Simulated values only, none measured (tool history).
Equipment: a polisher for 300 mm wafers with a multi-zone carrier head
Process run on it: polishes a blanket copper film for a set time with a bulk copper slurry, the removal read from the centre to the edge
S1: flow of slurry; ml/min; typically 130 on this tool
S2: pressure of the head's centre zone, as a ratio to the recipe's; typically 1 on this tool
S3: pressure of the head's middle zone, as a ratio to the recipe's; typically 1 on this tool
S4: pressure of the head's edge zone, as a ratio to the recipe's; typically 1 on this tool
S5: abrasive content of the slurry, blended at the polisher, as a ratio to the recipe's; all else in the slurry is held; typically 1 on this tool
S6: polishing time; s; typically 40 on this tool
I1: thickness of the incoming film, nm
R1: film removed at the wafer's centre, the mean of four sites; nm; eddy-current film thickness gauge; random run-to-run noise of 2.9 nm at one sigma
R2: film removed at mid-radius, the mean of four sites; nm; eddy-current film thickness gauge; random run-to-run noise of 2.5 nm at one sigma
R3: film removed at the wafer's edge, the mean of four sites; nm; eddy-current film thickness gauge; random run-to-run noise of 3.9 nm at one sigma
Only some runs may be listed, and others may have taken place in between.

run,hour,S1,S2,S3,S4,S5,S6,I1,R1,R2,R3
1,0,130,1,1,1,1,40,2898.7,299.9,293.1,286.1
# hour 10.9: centre zone pressure recalibrated
# hour 44.8: carrier head's membrane replaced by a new one
2,64.2,130,1,1,1,1,40,2973.2,293.5,288.9,287.8
3,171.6,130,1,1,1,1,40,2908.3,286.5,282.6,285.3
4,222.6,130,1,1,1,1,40,2890.9,281.9,282.8,283.1
# hour 228.2: worn pad replaced by a new one
5,306.5,130,1,1,1,1,40,2930.2,278.9,281,275.5
6,389.5,130,1,1,1,1,40,2939.3,277.5,274.2,279.7
7,425.9,130,1,1,1,1,32,2948.6,224.5,218.7,224.2
# hour 473.4: worn pad replaced by a new one
8,487.9,130,1,1,1,1,32,2897.8,219,216.6,224.4
# hour 504.6: centre zone pressure recalibrated
9,526.9,130,1,1,1,1,32,2956,216.6,218.3,224.4
10,576.7,130,1.1,1.04,0.95,1,40,2869.2,297.5,278.6,268.7
# hour 616.1: edge zone pressure recalibrated
11,663.4,130,1,1,1,1,40,2964.8,262.4,259.5,278.8
# hour 668.1: slurry nozzle cleaned
# hour 742.5: carrier head's membrane replaced by a new one
12,743,130,1.07,1.03,1,1,40,2915.2,311.8,299.8,289.9
# hour 751.1: worn pad replaced by a new one
# hour 933.7: centre zone pressure recalibrated
13,1003.3,130,1,1,1.04,1.15,33,2955.1,245.5,244.8,245.7
# hour 1023.6: worn pad replaced by a new one
14,1086.1,130,1,1,1.12,1,40,2905.7,277.7,275.7,296
15,1175.8,150,1.05,1,0.96,1.15,40,2961.7,312.1,296,286.8
16,1222.7,130,1,1,1,1,40,2901.2,273.3,271.3,276.2
# hour 1254.8: worn pad replaced by a new one
17,1284.8,130,1,1,1,1,40,2887.2,266.5,261.6,271.1
# hour 1310.8: slurry nozzle cleaned
18,1356,155,1,1,1,1,40,2940.7,306.2,302.1,290

Each row is a separate what-if for the run after 18, all from the same tool condition, not one after another. Results?
A,1356.4,130,1,1,0.92,1,40,2958.1,?,?,?
B,1356.4,95,1,1,1,0.7,40,2958.1,?,?,?
C,1356.4,130,1.05,1,1,0.9,51,2958.1,?,?,?
D,1356.4,175,0.88,1,0.88,1,40,2958.1,?,?,?
E,1356.4,155,1,1.04,0.89,1.1,40,2958.1,?,?,?

run,R1,R2,R3
A,297.6,288.7,276.3
B,233.5,229.3,234.4
C,383.2,353.7,352.2
D,279.9,306.6,282.5
E,321.3,320.5,288.9
What these runs would have given with no unlogged condition in the tool:
run,R1,R2,R3
A,301.4,291.9,278.4
B,237.5,232.7,236.8
C,388,357.7,355
D,282.5,309.2,284.2
E,324.7,323.5,290.8
